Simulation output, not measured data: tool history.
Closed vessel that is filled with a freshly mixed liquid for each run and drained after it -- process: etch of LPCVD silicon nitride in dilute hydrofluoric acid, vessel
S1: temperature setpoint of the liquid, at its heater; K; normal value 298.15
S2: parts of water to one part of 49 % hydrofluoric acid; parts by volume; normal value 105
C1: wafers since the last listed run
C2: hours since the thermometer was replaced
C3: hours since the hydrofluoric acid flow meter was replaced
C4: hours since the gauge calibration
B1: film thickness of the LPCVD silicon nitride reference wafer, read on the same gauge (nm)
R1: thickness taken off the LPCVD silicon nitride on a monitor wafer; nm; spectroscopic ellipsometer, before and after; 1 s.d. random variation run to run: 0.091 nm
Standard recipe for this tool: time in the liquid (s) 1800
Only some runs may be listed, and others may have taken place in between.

run 1 hour=0 | S1=298.15 S2=105 time_in_the_liquid_(s)=1800 | C1=0 C2=1402.1 C3=685.8 C4=36.6 | B1=110 | R1=11.05
run 2 hour=67.9 | S1=298.15 S2=105 time_in_the_liquid_(s)=1800 | C1=3515 C2=1470 C3=753.7 C4=104.5 | B1=109.97 | R1=10.94
run 3 hour=132.9 | S1=298.15 S2=105 time_in_the_liquid_(s)=1800 | C1=3365 C2=1535 C3=818.7 C4=169.5 | B1=110.01 | R1=11.19
run 4 hour=221.6 | S1=298.15 S2=105 time_in_the_liquid_(s)=1800 | C1=4592 C2=1623.7 C3=907.4 C4=258.2 | B1=109.96 | R1=11.32
run 5 hour=288.4 | S1=299.65 S2=105 time_in_the_liquid_(s)=1800 | C1=3458 C2=1690.5 C3=974.2 C4=325 | B1=109.99 | R1=12.47
run 6 hour=360.7 | S1=299.65 S2=105 time_in_the_liquid_(s)=1800 | C1=3743 C2=1762.8 C3=1046.5 C4=397.3 | B1=110.01 | R1=12.62
run 7 hour=412.1 | S1=298.15 S2=120 time_in_the_liquid_(s)=2395 | C1=2661 C2=1814.2 C3=1097.9 C4=448.7 | B1=110 | R1=13.14
run 8 hour=468.4 | S1=298.15 S2=120 time_in_the_liquid_(s)=2395 | C1=2915 C2=1870.5 C3=1154.2 C4=505 | B1=110.02 | R1=13.26
run 9 hour=760.6 | S1=298.15 S2=105 time_in_the_liquid_(s)=1800 | C1=15129 C2=2162.7 C3=1446.4 C4=797.2 | B1=110 | R1=11.75

Expected results for the next run?
-- hour=761 gauge calibrated
-- hour=792.1 hydrofluoric acid flow meter replaced
run 10 hour=854.7 | S1=296.15 S2=85 time_in_the_liquid_(s)=905 | C1=4820 C2=2256.8 C3=62.6 C4=93.7 | B1=? | R1=?

B1: 110
R1: 6.46 nm
The same run, on a tool lacking any hidden state, would have yielded R1 5.26 nm.

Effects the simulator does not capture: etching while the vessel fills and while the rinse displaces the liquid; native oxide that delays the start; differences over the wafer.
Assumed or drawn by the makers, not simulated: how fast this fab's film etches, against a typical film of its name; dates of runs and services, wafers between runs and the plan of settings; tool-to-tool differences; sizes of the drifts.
